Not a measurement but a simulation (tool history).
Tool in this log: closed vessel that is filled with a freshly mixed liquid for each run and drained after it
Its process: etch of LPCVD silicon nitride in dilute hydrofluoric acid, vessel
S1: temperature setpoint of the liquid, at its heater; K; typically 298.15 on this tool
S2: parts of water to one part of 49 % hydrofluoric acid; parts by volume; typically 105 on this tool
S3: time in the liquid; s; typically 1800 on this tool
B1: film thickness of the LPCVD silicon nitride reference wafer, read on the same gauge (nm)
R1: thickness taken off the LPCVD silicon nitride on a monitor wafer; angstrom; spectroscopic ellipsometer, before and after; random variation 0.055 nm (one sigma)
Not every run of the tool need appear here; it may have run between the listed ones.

run	hour	S1	S2	S3	B1	R1
1	0.0	298.15	105	1800	140.00	97.6
2	32.9	298.15	105	1800	139.99	98.9
3	69.1	298.15	105	1800	140.00	97.8
4	134.2	298.15	120	1800	139.96	85.6
5	164.9	298.15	105	1800	140.04	97.8
6	192.9	298.15	105	1800	139.98	98.2
7	350.1	298.15	105	1800	140.04	98.0
# hour 355.8: hydrofluoric acid flow meter replaced
8	411.3	294.65	105	1800	140.01	78.2
9	481.9	294.65	105	1800	140.02	79.0
10	506.7	298.15	105	2510	140.02	138.0
11	562.9	298.15	105	1800	139.96	99.9
12	634.0	293.15	155	1800	139.97	48.7
# hour 683.4: gauge calibrated
# hour 766.2: thermometer replaced
13	780.9	299.65	65	1305	140.00	121.1
14	825.6	298.15	135	1800	140.02	72.3
15	867.8	301.15	65	1800	140.03	185.1

Run 16, settings as shown, results not yet in. Your forecast:
16	896.3	298.15	65	1340	?	?

{"run 16": {"B1": 139.97, "R1": 111.7}}
Were there no unlogged condition in the tool, this run, its random variation unchanged, would have produced R1 110.9 angstrom.
